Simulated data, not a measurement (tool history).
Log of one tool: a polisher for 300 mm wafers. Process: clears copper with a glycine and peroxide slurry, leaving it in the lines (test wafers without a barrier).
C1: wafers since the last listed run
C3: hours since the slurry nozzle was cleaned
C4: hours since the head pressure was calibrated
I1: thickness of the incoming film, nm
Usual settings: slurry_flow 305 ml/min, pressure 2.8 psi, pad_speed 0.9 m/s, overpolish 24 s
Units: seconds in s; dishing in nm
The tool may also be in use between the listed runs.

Run 1, hour 0: usual settings; C1 0; wafers polished on this pad 1113; C3 158.6; C4 1134.1; I1 555.6. Result: seconds 124.2 s, dishing 63.3 nm.
Run 2, hour 32.7: usual settings; C1 372; wafers polished on this pad 1486; C3 191.3; C4 1166.8; I1 554.6. Result: seconds 125 s, dishing 63.8 nm.
Run 3, hour 45.7: usual settings; C1 148; wafers polished on this pad 1634; C3 204.3; C4 1179.8; I1 553.8. Result: seconds 123.9 s, dishing 63.9 nm.
Run 4, hour 58.1: usual settings; C1 141; wafers polished on this pad 1776; C3 216.7; C4 1192.2; I1 556.7. Result: seconds 124.7 s, dishing 62.8 nm.
At hour 122.7: worn pad replaced by a new one.
Run 5, hour 135.2: usual settings but slurry_flow 375 ml/min; C1 833; wafers polished on this pad 142; C3 293.8; C4 1269.3; I1 560.5. Result: seconds 115.4 s, dishing 67.8 nm.
Run 6, hour 168.1: usual settings but slurry_flow 375 ml/min; C1 375; wafers polished on this pad 517; C3 326.7; C4 1302.2; I1 553.8. Result: seconds 118 s, dishing 64.1 nm.
Run 7, hour 183.4: usual settings but slurry_flow 225 ml/min; C1 174; wafers polished on this pad 692; C3 342; C4 1317.5; I1 553.6. Result: seconds 127.1 s, dishing 62.4 nm.
Run 8, hour 204.6: usual settings but slurry_flow 225 ml/min; C1 241; wafers polished on this pad 934; C3 363.2; C4 1338.7; I1 558.9. Result: seconds 127.1 s, dishing 61.2 nm.
Run 9, hour 223.2: usual settings but slurry_flow 225 ml/min; C1 212; wafers polished on this pad 1146; C3 381.8; C4 1357.3; I1 551.1. Result: seconds 130.3 s, dishing 59.9 nm.
At hour 252.6: head pressure recalibrated.
Run 10, hour 277.7: usual settings; C1 598; wafers polished on this pad 1744; C3 436.3; C4 25.1; I1 560.3. Result: seconds 128.7 s, dishing 61.3 nm.
Run 11, hour 294.7: usual settings; C1 193; wafers polished on this pad 1938; C3 453.3; C4 42.1; I1 558.6. Result: seconds 128.6 s, dishing 62.2 nm.
Run 12, hour 318.1: usual settings; C1 266; wafers polished on this pad 2205; C3 476.7; C4 65.5; I1 556.2. Result: seconds 130.9 s, dishing 61.2 nm.
Run 13, hour 349.1: usual settings but pad_speed 0.82 m/s, overpolish 18 s; C1 353; wafers polished on this pad 2559; C3 507.7; C4 96.5; I1 555.6. Result: seconds 136 s, dishing 47.9 nm.
At hour 381.1: worn pad replaced by a new one.
Run 14, hour 410.6: usual settings; C1 655; wafers polished on this pad 335; C3 569.2; C4 158; I1 553.2. Result: seconds 114.1 s, dishing 66.4 nm.
Run 15, hour 438.7: usual settings but pressure 3.7 psi; C1 320; wafers polished on this pad 656; C3 597.3; C4 186.1; I1 550.2. Result: seconds 93.1 s, dishing 78.4 nm.
Run 16, hour 459.4: usual settings; C1 236; wafers polished on this pad 892; C3 618; C4 206.8; I1 550.8. Result: seconds 119.4 s, dishing 65.2 nm.
Run 17, hour 485.7: usual settings but pressure 2.5 psi, pad_speed 1 m/s, overpolish 33 s; C1 299; wafers polished on this pad 1192; C3 644.3; C4 233.1; I1 544. Result: seconds 121.3 s, dishing 77.7 nm.
Run 18, hour 520: usual settings but pad_speed 0.62 m/s; C1 391; wafers polished on this pad 1583; C3 678.6; C4 267.4; I1 553.6. Result: seconds 154 s, dishing 53.8 nm.
Run 19, hour 552.3: usual settings but pad_speed 0.6 m/s; C1 368; wafers polished on this pad 1951; C3 710.9; C4 299.7; I1 548.7. Result: seconds 158.3 s, dishing 51.7 nm.
Run 20, hour 564.7: usual settings; C1 141; wafers polished on this pad 2093; C3 723.3; C4 312.1; I1 564.4. Result: seconds 125.1 s, dishing 62.4 nm.
Run 21, hour 580.5: usual settings but slurry_flow 270 ml/min; C1 180; wafers polished on this pad 2273; C3 739.1; C4 327.9; I1 554.9. Result: seconds 127.3 s, dishing 63.3 nm.
Run 22, hour 595.2: usual settings but slurry_flow 355 ml/min; C1 167; wafers polished on this pad 2441; C3 753.8; C4 342.6; I1 560. Result: seconds 126.3 s, dishing 62.8 nm.
Run 23, hour 623.8: usual settings but pressure 2.5 psi, pad_speed 0.68 m/s, overpolish 34 s; C1 326; wafers polished on this pad 2767; C3 782.4; C4 371.2; I1 548.4. Result: seconds 163.6 s, dishing 66.8 nm.
At hour 632: worn pad replaced by a new one.
Run 24, hour 641.2: usual settings but pad_speed 1.06 m/s; C1 152; wafers polished on this pad 105; C3 799.8; C4 388.6; I1 562.1. Result: seconds 101 s, dishing 71.4 nm.
At hour 647.4: slurry nozzle cleaned.
Run 25, hour 654.7: usual settings but pressure 2.1 psi, pad_speed 0.98 m/s; C1 142; wafers polished on this pad 247; C3 7.3; C4 402.1; I1 549.4. Result: seconds 135 s, dishing 57.7 nm.
Run 26, hour 675: usual settings but pressure 2.5 psi, pad_speed 1 m/s, overpolish 33 s; C1 231; wafers polished on this pad 479; C3 27.6; C4 422.4; I1 549.9. Result: seconds 118.8 s, dishing 81.9 nm.
Run 27, hour 690.4: usual settings; C1 175; wafers polished on this pad 654; C3 43; C4 437.8; I1 545.2. Result: seconds 119.3 s, dishing 65.6 nm.
Run 28, hour 716.9: usual settings but slurry_flow 365 ml/min, overpolish 36 s; C1 302; wafers polished on this pad 956; C3 69.5; C4 464.3; I1 560.4. Result: seconds 121.6 s, dishing 87.6 nm.
Run 29, hour 737.8: usual settings; C1 238; wafers polished on this pad 1195; C3 90.4; C4 485.2; I1 556. Result: seconds 123.8 s, dishing 63.9 nm.
Run 30, hour 773.6: usual settings; C1 408; wafers polished on this pad 1603; C3 126.2; C4 521; I1 558.2. Result: seconds 124.7 s, dishing 63.4 nm.
Run 31, hour 851: usual settings; C1 882; wafers polished on this pad 2486; C3 203.6; C4 598.4; I1 554.2. Result: seconds 125 s, dishing 63.6 nm.
Run 32, hour 868.5: usual settings but pressure 1.9 psi; C1 199; wafers polished on this pad 2685; C3 221.1; C4 615.9; I1 543.8. Result: seconds 167.7 s, dishing 48.7 nm.
Run 33, hour 890.8: usual settings but pad_speed 0.62 m/s; C1 254; wafers polished on this pad 2940; C3 243.4; C4 638.2; I1 545.6. Result: seconds 152.2 s, dishing 53.2 nm.
At hour 904.2: worn pad replaced by a new one.
Run 34, hour 908.9: usual settings but overpolish 38 s; C1 160; wafers polished on this pad 53; C3 261.5; C4 656.3; I1 559. Result: seconds 115 s, dishing 90.5 nm.
Run 35, hour 962.8: usual settings but slurry_flow 230 ml/min, pad_speed 0.62 m/s; C1 614; wafers polished on this pad 667; C3 315.4; C4 710.2; I1 547.5. Result: seconds 154 s, dishing 53.3 nm.

3 ways to go on from here, each from the tool as it stands after run 35. What would each give?
Run A, hour 963.3: usual settings but slurry_flow 235 ml/min; C1 5; wafers polished on this pad 673; C3 315.9; C4 710.7; I1 546.4. Result: seconds ?, dishing ?.
Run B, hour 963.3: usual settings but pressure 2.2 psi, overpolish 32 s; C1 5; wafers polished on this pad 673; C3 315.9; C4 710.7; I1 546.4. Result: seconds ?, dishing ?.
Run C, hour 963.3: usual settings but pad_speed 0.74 m/s, overpolish 15 s; C1 5; wafers polished on this pad 673; C3 315.9; C4 710.7; I1 546.4. Result: seconds ?, dishing ?.

run  seconds  dishing
  A    119.1     65.7
  B    140.4     71.6
  C    130.9     41.4
Without the tool's hidden state the same runs would have given:
run  seconds  dishing
  A    110.9     69.3
  B    130.7     75.4
  C    121.9     44.1

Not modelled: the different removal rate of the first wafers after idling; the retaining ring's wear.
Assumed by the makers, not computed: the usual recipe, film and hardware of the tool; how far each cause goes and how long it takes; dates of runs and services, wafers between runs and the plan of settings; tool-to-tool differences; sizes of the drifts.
